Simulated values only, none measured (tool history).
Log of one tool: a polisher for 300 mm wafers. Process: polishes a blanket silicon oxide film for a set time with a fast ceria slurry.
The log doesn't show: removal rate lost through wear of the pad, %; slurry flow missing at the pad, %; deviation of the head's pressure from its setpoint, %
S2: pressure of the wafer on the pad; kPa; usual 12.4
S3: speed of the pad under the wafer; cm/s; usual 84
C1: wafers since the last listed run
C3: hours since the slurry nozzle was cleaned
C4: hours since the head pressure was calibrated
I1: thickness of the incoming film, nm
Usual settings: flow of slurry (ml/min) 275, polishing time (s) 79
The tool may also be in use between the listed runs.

run 1 hour=0 | flow_of_slurry_(ml/min)=275 S2=12.4 S3=84 polishing_time_(s)=79 | C1=0 wafers_polished_on_this_pad=443 C3=91.7 C4=161.5 | I1=2393.7 | film_removed_(angstrom)=6711
run 2 hour=28.1 | flow_of_slurry_(ml/min)=275 S2=12.4 S3=84 polishing_time_(s)=79 | C1=277 wafers_polished_on_this_pad=720 C3=119.8 C4=189.6 | I1=2399.9 | film_removed_(angstrom)=6759
run 3 hour=46.1 | flow_of_slurry_(ml/min)=275 S2=12.4 S3=84 polishing_time_(s)=79 | C1=177 wafers_polished_on_this_pad=898 C3=137.8 C4=207.6 | I1=2414.3 | film_removed_(angstrom)=6828
run 4 hour=71.4 | flow_of_slurry_(ml/min)=275 S2=12.4 S3=84 polishing_time_(s)=69 | C1=249 wafers_polished_on_this_pad=1148 C3=163.1 C4=232.9 | I1=2336.5 | film_removed_(angstrom)=5842
-- hour=83.8 worn pad replaced by a new one
run 5 hour=95.4 | flow_of_slurry_(ml/min)=275 S2=12.4 S3=84 polishing_time_(s)=79 | C1=197 wafers_polished_on_this_pad=114 C3=187.1 C4=256.9 | I1=2371 | film_removed_(angstrom)=6811
run 6 hour=123.8 | flow_of_slurry_(ml/min)=275 S2=12.4 S3=84 polishing_time_(s)=79 | C1=280 wafers_polished_on_this_pad=394 C3=215.5 C4=285.3 | I1=2346.6 | film_removed_(angstrom)=6749
run 7 hour=159.2 | flow_of_slurry_(ml/min)=275 S2=12.4 S3=84 polishing_time_(s)=79 | C1=349 wafers_polished_on_this_pad=744 C3=250.9 C4=320.7 | I1=2401.3 | film_removed_(angstrom)=6656
run 8 hour=185.8 | flow_of_slurry_(ml/min)=275 S2=12.4 S3=84 polishing_time_(s)=79 | C1=262 wafers_polished_on_this_pad=1006 C3=277.5 C4=347.3 | I1=2359.7 | film_removed_(angstrom)=6728
run 9 hour=209.5 | flow_of_slurry_(ml/min)=275 S2=12.4 S3=84 polishing_time_(s)=79 | C1=233 wafers_polished_on_this_pad=1240 C3=301.2 C4=371 | I1=2363.1 | film_removed_(angstrom)=6708
-- hour=227.4 worn pad replaced by a new one
run 10 hour=235 | flow_of_slurry_(ml/min)=275 S2=12.4 S3=84 polishing_time_(s)=79 | C1=212 wafers_polished_on_this_pad=75 C3=326.7 C4=396.5 | I1=2404.7 | film_removed_(angstrom)=6760
run 11 hour=286.9 | flow_of_slurry_(ml/min)=275 S2=12.4 S3=84 polishing_time_(s)=79 | C1=512 wafers_polished_on_this_pad=587 C3=378.6 C4=448.4 | I1=2420.3 | film_removed_(angstrom)=6730
run 12 hour=306.4 | flow_of_slurry_(ml/min)=275 S2=10.3 S3=84 polishing_time_(s)=79 | C1=192 wafers_polished_on_this_pad=780 C3=398.1 C4=467.9 | I1=2362.5 | film_removed_(angstrom)=5480
run 13 hour=319.9 | flow_of_slurry_(ml/min)=305 S2=10.3 S3=84 polishing_time_(s)=79 | C1=133 wafers_polished_on_this_pad=913 C3=411.6 C4=481.4 | I1=2389.2 | film_removed_(angstrom)=5587
-- hour=324.9 head pressure recalibrated
run 14 hour=351.2 | flow_of_slurry_(ml/min)=275 S2=8.3 S3=84 polishing_time_(s)=79 | C1=289 wafers_polished_on_this_pad=1202 C3=442.9 C4=26.3 | I1=2398.3 | film_removed_(angstrom)=4207
-- hour=376.9 worn pad replaced by a new one
run 15 hour=377.6 | flow_of_slurry_(ml/min)=275 S2=12.4 S3=112 polishing_time_(s)=79 | C1=221 wafers_polished_on_this_pad=7 C3=469.3 C4=52.7 | I1=2411.4 | film_removed_(angstrom)=8408
run 16 hour=396.5 | flow_of_slurry_(ml/min)=275 S2=12.4 S3=84 polishing_time_(s)=79 | C1=186 wafers_polished_on_this_pad=193 C3=488.2 C4=71.6 | I1=2360.7 | film_removed_(angstrom)=6213
-- hour=402.1 slurry nozzle cleaned
run 17 hour=420.8 | flow_of_slurry_(ml/min)=275 S2=12.4 S3=112 polishing_time_(s)=79 | C1=229 wafers_polished_on_this_pad=423 C3=18.7 C4=95.9 | I1=2395.1 | film_removed_(angstrom)=9063
run 18 hour=454.7 | flow_of_slurry_(ml/min)=230 S2=11 S3=84 polishing_time_(s)=54 | C1=334 wafers_polished_on_this_pad=758 C3=52.6 C4=129.8 | I1=2378.5 | film_removed_(angstrom)=4019
run 19 hour=470.5 | flow_of_slurry_(ml/min)=275 S2=12.4 S3=102 polishing_time_(s)=79 | C1=155 wafers_polished_on_this_pad=914 C3=68.4 C4=145.6 | I1=2352.3 | film_removed_(angstrom)=8247
run 20 hour=503.3 | flow_of_slurry_(ml/min)=230 S2=8.3 S3=110 polishing_time_(s)=54 | C1=323 wafers_polished_on_this_pad=1238 C3=101.2 C4=178.4 | I1=2414 | film_removed_(angstrom)=3891
-- hour=509.7 worn pad replaced by a new one
run 21 hour=537.5 | flow_of_slurry_(ml/min)=275 S2=12.4 S3=58 polishing_time_(s)=79 | C1=298 wafers_polished_on_this_pad=274 C3=135.4 C4=212.6 | I1=2377.1 | film_removed_(angstrom)=4556
run 22 hour=566.3 | flow_of_slurry_(ml/min)=275 S2=16.5 S3=64 polishing_time_(s)=79 | C1=284 wafers_polished_on_this_pad=558 C3=164.2 C4=241.4 | I1=2399.4 | film_removed_(angstrom)=6829

Measured less the same run without the tool's hidden state. The same run-to-run variation is in both; the gauge's scatter may not be:
run=1 film_removed_(angstrom)=+49
run=2 film_removed_(angstrom)=+48
run=3 film_removed_(angstrom)=+47
run=4 film_removed_(angstrom)=+37
run=5 film_removed_(angstrom)=+39
run=6 film_removed_(angstrom)=+32
run=7 film_removed_(angstrom)=+21
run=8 film_removed_(angstrom)=+10
run=9 film_removed_(angstrom)=+0
run=10 film_removed_(angstrom)=-14
run=11 film_removed_(angstrom)=-47
run=12 film_removed_(angstrom)=-51
run=13 film_removed_(angstrom)=-28
run=14 film_removed_(angstrom)=-263
run=15 film_removed_(angstrom)=-564
run=16 film_removed_(angstrom)=-440
run=17 film_removed_(angstrom)=+35
run=18 film_removed_(angstrom)=+3
run=19 film_removed_(angstrom)=+27
run=20 film_removed_(angstrom)=-6
run=21 film_removed_(angstrom)=+6
run=22 film_removed_(angstrom)=+1

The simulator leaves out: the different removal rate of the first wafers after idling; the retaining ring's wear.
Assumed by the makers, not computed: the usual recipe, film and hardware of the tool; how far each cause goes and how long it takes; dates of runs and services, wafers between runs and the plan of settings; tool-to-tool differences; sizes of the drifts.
